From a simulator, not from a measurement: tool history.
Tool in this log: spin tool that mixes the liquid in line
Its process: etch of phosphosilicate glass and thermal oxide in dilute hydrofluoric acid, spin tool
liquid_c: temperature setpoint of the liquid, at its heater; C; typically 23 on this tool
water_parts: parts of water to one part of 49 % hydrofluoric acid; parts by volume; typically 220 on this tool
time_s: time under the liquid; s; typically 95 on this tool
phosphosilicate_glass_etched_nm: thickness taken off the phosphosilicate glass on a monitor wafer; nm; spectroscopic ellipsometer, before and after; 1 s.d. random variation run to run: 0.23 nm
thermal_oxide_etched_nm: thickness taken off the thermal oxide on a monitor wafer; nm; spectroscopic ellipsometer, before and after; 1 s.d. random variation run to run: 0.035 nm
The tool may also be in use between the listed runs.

run    hour  liquid_c  water_parts  time_s  wafers since the last listed run  hours since the thermometer was replaced  hours since the hydrofluoric acid flow meter was replaced  hours since the gauge calibration  read-back film thickness of the phosphosilicate glass reference wafer, read on the same gauge (nm)  read-back film thickness of the thermal oxide reference wafer, read on the same gauge (nm)  phosphosilicate_glass_etched_nm  thermal_oxide_etched_nm
  1       0        23          180      95                                 0                                     333.2                                                      113.8                              932.9                                                                                                 110                                                                                     109.989                            44.22                    2.351
  2    55.2        23          220      95                               747                                     388.4                                                        169                              988.1                                                                                                 110                                                                                      109.99                            34.37                     1.81
  3    87.7      27.5          220      65                               439                                     420.9                                                      201.5                             1020.6                                                                                              110.01                                                                                      109.94                            27.58                     1.46
  4   157.8        23          220      95                               949                                       491                                                      271.6                             1090.7                                                                                              110.01                                                                                     110.016                            34.62                     1.78
  5   210.9        23          220      95                               718                                     544.1                                                      324.7                             1143.8                                                                                              109.99                                                                                     110.042                            34.22                    1.814
      267.3  -- thermometer replaced
  6   366.8        23          130     145                              2097                                      99.5                                                      480.6                             1299.7                                                                                                 110                                                                                     110.018                             98.5                    5.064
  7   421.9        23          220      95                               745                                     154.6                                                      535.7                             1354.8                                                                                                 110                                                                                     109.991                            34.46                    1.774
  8   491.3        25          220      95                               939                                       224                                                      605.1                             1424.2                                                                                                 110                                                                                     109.974                            37.29                    1.982
  9   528.6        23          220      95                               504                                     261.3                                                      642.4                             1461.5                                                                                                 110                                                                                      109.98                            34.03                    1.778
 10     572        23          285      95                               587                                     304.7                                                      685.8                             1504.9                                                                                                 110                                                                                     109.993                            24.79                    1.285
 11   608.9        23          135      95                               499                                     341.6                                                      722.7                             1541.8                                                                                                 110                                                                                     109.989                            62.21                    3.219
 12     673      24.5          220      95                               867                                     405.7                                                      786.8                             1605.9                                                                                              110.01                                                                                     110.017                            36.36                    1.864
 13   738.5      24.5          305     115                               886                                     471.2                                                      852.3                             1671.4                                                                                                 110                                                                                     110.016                            28.91                    1.522
      771.4  -- thermometer replaced
 14   787.8        20          175     135                               653                                      16.4                                                      901.6                             1720.7                                                                                              110.01                                                                                     109.973                             57.7                    3.027
 15   815.8        23          325      95                               379                                      44.4                                                      929.6                             1748.7                                                                                                 110                                                                                     109.977                            21.07                    1.103
      825.1  -- gauge calibrated
 16   849.5      26.5          160      95                               456                                      78.1                                                      963.3                               24.4                                                                                              109.98                                                                                     109.961                            57.66                    2.905
      876.2  -- hydrofluoric acid flow meter replaced
 17   908.2        26          190     115                               781                                     136.8                                                         32                               83.1                                                                                              109.98                                                                                     109.957                            55.48                    2.844
 18   947.9        23          185      95                               537                                     176.5                                                       71.7                              122.8                                                                                              110.02                                                                                     109.997                            43.06                    2.212
 19   988.1        26          220      50                               544                                     216.7                                                      111.9                                163                                                                                              109.99                                                                                     109.963                            20.36                    1.068
 20  1027.5      26.5          250     135                               533                                     256.1                                                      151.3                              202.4                                                                                              109.98                                                                                     110.001                            47.68                    2.509
 21    1052        23          280      80                               331                                     280.6                                                      175.8                              226.9                                                                                              110.02                                                                                     110.017                            21.47                    1.133
 22  1123.7      26.5          185      55                               970                                     352.3                                                      247.5                              298.6                                                                                                 110                                                                                     109.993                            27.92                     1.44
 23    1180        21          220      95                               762                                     408.6                                                      303.8                              354.9                                                                                              109.99                                                                                     109.991                            32.15                    1.721
     1326.8  -- thermometer replaced
 24  1350.8        23          220      95                              2298                                        24                                                      474.6                              525.7                                                                                              110.02                                                                                      109.98                            34.27                    1.867
 25  1412.4        20          250      95                               833                                      85.6                                                      536.2                              587.3                                                                                              109.99                                                                                     109.962                             26.4                    1.389
 26  1448.7        26          280      60                               491                                     121.9                                                      572.5                              623.6                                                                                                 110                                                                                     109.996                            18.05                    0.932

3 ways to go on from here, each from the tool as it stands after run 26. What would each give?
  A  1449.1        23          220      95                                 5                                     122.3                                                      572.9                                624                                                                                                   ?                                                                                           ?                                ?                        ?
  B  1449.1      27.5          220      95                                 5                                     122.3                                                      572.9                                624                                                                                                   ?                                                                                           ?                                ?                        ?
  C  1449.1      21.5          160     125                                 5                                     122.3                                                      572.9                                624                                                                                                   ?                                                                                           ?                                ?                        ?

run  read-back film thickness of the phosphosilicate glass reference wafer, read on the same gauge (nm)  read-back film thickness of the thermal oxide reference wafer, read on the same gauge (nm)  phosphosilicate_glass_etched_nm  thermal_oxide_etched_nm
  A                                                                                              110.01                                                                                     110.005                            34.54                     1.82
  B                                                                                              110.01                                                                                     110.005                            40.61                     2.14
  C                                                                                              110.01                                                                                     110.005                            62.85                    3.313
Stripped of hidden state, with their random variation kept, the same runs would have yielded:
run  phosphosilicate_glass_etched_nm  thermal_oxide_etched_nm
  A                            34.54                     1.82
  B                            40.61                     2.14
  C                            62.85                    3.313
